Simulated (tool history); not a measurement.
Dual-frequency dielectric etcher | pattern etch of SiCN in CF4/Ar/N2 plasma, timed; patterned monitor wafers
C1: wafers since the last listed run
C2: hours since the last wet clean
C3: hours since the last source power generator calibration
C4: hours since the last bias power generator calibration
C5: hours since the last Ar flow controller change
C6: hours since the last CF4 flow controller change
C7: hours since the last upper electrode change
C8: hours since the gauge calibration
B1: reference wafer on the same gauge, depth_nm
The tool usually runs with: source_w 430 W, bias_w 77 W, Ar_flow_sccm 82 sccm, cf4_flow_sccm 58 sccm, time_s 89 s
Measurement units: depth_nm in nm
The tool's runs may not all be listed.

Run 1, day 0: usual settings but source_w 350 W, bias_w 65 W; C1 0; C2 101.5; C3 3824.9; C4 4101.6; C5 526.8; C6 2491.6; C7 628.2; C8 1966.3; B1 66.5. Result: depth_nm 69.7 nm.
At day 1.404: source power generator calibrated.
Run 2, day 2.404: usual settings; C1 680; C2 159.2; C3 24; C4 4159.3; C5 584.5; C6 2549.3; C7 685.9; C8 2024; B1 66.4. Result: depth_nm 79.5 nm.
Run 3, day 6.262: usual settings; C1 1174; C2 251.8; C3 116.6; C4 4251.9; C5 677.1; C6 2641.9; C7 778.5; C8 2116.6; B1 66.4. Result: depth_nm 80 nm.
Run 4, day 10.733: usual settings but bias_w 68 W, time_s 108.5 s; C1 1360; C2 359.1; C3 223.9; C4 4359.2; C5 784.4; C6 2749.2; C7 885.8; C8 2223.9; B1 66.5. Result: depth_nm 96 nm.
Run 5, day 13.217: usual settings but source_w 390 W, bias_w 67 W, Ar_flow_sccm 62 sccm; C1 755; C2 418.7; C3 283.5; C4 4418.8; C5 844; C6 2808.8; C7 945.4; C8 2283.5; B1 66.4. Result: depth_nm 77.3 nm.
Run 6, day 15.317: usual settings but source_w 520 W, time_s 71 s; C1 639; C2 469.1; C3 333.9; C4 4469.2; C5 894.4; C6 2859.2; C7 995.8; C8 2333.9; B1 66.4. Result: depth_nm 71.5 nm.
At day 18.596: CF4 flow controller replaced.
Run 7, day 19.592: usual settings but bias_w 70 W, cf4_flow_sccm 71 sccm, time_s 96.5 s; C1 1224; C2 571.7; C3 436.5; C4 4571.8; C5 997; C6 23.9; C7 1098.4; C8 2436.5; B1 66.4. Result: depth_nm 89.3 nm.
At day 22.412: bias power generator calibrated.
At day 22.792: wet clean of the chamber.
Run 8, day 29.954: usual settings but source_w 520 W, time_s 71 s; C1 2986; C2 171.9; C3 685.2; C4 181; C5 1245.7; C6 272.6; C7 1347.1; C8 2685.2; B1 66.4. Result: depth_nm 70.5 nm.
Run 9, day 34.254: usual settings; C1 1308; C2 275.1; C3 788.4; C4 284.2; C5 1348.9; C6 375.8; C7 1450.3; C8 2788.4; B1 66.5. Result: depth_nm 80.9 nm.
Run 10, day 38.25: usual settings; C1 1216; C2 371; C3 884.3; C4 380.1; C5 1444.8; C6 471.7; C7 1546.2; C8 2884.3; B1 66.5. Result: depth_nm 81.1 nm.
Run 11, day 40.783: usual settings but source_w 380 W; C1 770; C2 431.8; C3 945.1; C4 440.9; C5 1505.6; C6 532.5; C7 1607; C8 2945.1; B1 66.4. Result: depth_nm 75.9 nm.
Run 12, day 42.908: usual settings but source_w 340 W, Ar_flow_sccm 97 sccm; C1 646; C2 482.8; C3 996.1; C4 491.9; C5 1556.6; C6 583.5; C7 1658; C8 2996.1; B1 66.4. Result: depth_nm 71.9 nm.
At day 45.738: gauge calibrated.
Run 13, day 50.208: usual settings but source_w 460 W, bias_w 87 W, cf4_flow_sccm 64 sccm; C1 2221; C2 658; C3 1171.3; C4 667.1; C5 1731.8; C6 758.7; C7 1833.2; C8 107.3; B1 66.4. Result: depth_nm 89.3 nm.
At day 51.421: wet clean of the chamber.
Run 14, day 54.538: usual settings but source_w 380 W, cf4_flow_sccm 47 sccm; C1 1013; C2 74.8; C3 1275.2; C4 771; C5 1835.7; C6 862.6; C7 1937.1; C8 211.2; B1 66.4. Result: depth_nm 72 nm.
Run 15, day 56.471: usual settings but source_w 390 W; C1 588; C2 121.2; C3 1321.6; C4 817.4; C5 1882.1; C6 909; C7 1983.5; C8 257.6; B1 66.4. Result: depth_nm 75.7 nm.
Run 16, day 59.996: usual settings; C1 1072; C2 205.8; C3 1406.2; C4 902; C5 1966.7; C6 993.6; C7 2068.1; C8 342.2; B1 66.4. Result: depth_nm 80 nm.
Run 17, day 63.617: usual settings but source_w 320 W, bias_w 85 W; C1 1101; C2 292.7; C3 1493.1; C4 988.9; C5 2053.6; C6 1080.5; C7 2155; C8 429.1; B1 66.4. Result: depth_nm 71.9 nm.
Run 18, day 67.162: usual settings; C1 1079; C2 377.8; C3 1578.2; C4 1074; C5 2138.7; C6 1165.6; C7 2240.1; C8 514.2; B1 66.5. Result: depth_nm 80.7 nm.
Run 19, day 69.917: usual settings but source_w 330 W, Ar_flow_sccm 71 sccm, time_s 71 s; C1 838; C2 443.9; C3 1644.3; C4 1140.1; C5 2204.8; C6 1231.7; C7 2306.2; C8 580.3; B1 66.4. Result: depth_nm 57.8 nm.
Run 20, day 71.929: usual settings but cf4_flow_sccm 49 sccm, time_s 67.5 s; C1 612; C2 492.2; C3 1692.6; C4 1188.4; C5 2253.1; C6 1280; C7 2354.5; C8 628.6; B1 66.4. Result: depth_nm 59.4 nm.
Run 21, day 74.408: usual settings but time_s 64 s; C1 754; C2 551.7; C3 1752.1; C4 1247.9; C5 2312.6; C6 1339.5; C7 2414; C8 688.1; B1 66.4. Result: depth_nm 58.5 nm.
Run 22, day 76.667: usual settings; C1 687; C2 605.9; C3 1806.3; C4 1302.1; C5 2366.8; C6 1393.7; C7 2468.2; C8 742.3; B1 66.3. Result: depth_nm 80.7 nm.

Alternative continuations, all from the tool just after run 22; predict every row:
Run A, day 76.683: usual settings; C1 5; C2 606.3; C3 1806.7; C4 1302.5; C5 2367.2; C6 1394.1; C7 2468.6; C8 742.7; B1 ?. Result: depth_nm ?.
Run B, day 76.683: usual settings but bias_w 94 W; C1 5; C2 606.3; C3 1806.7; C4 1302.5; C5 2367.2; C6 1394.1; C7 2468.6; C8 742.7; B1 ?. Result: depth_nm ?.
Run C, day 76.683: usual settings but source_w 530 W, bias_w 92 W, cf4_flow_sccm 65 sccm; C1 5; C2 606.3; C3 1806.7; C4 1302.5; C5 2367.2; C6 1394.1; C7 2468.6; C8 742.7; B1 ?. Result: depth_nm ?.

run    B1  depth_nm
  A  66.3      80.6
  B  66.3        85
  C  66.3      95.6
Without the tool's hidden state the same runs would have given:
run  depth_nm
  A      78.9
  B      83.3
  C      93.6
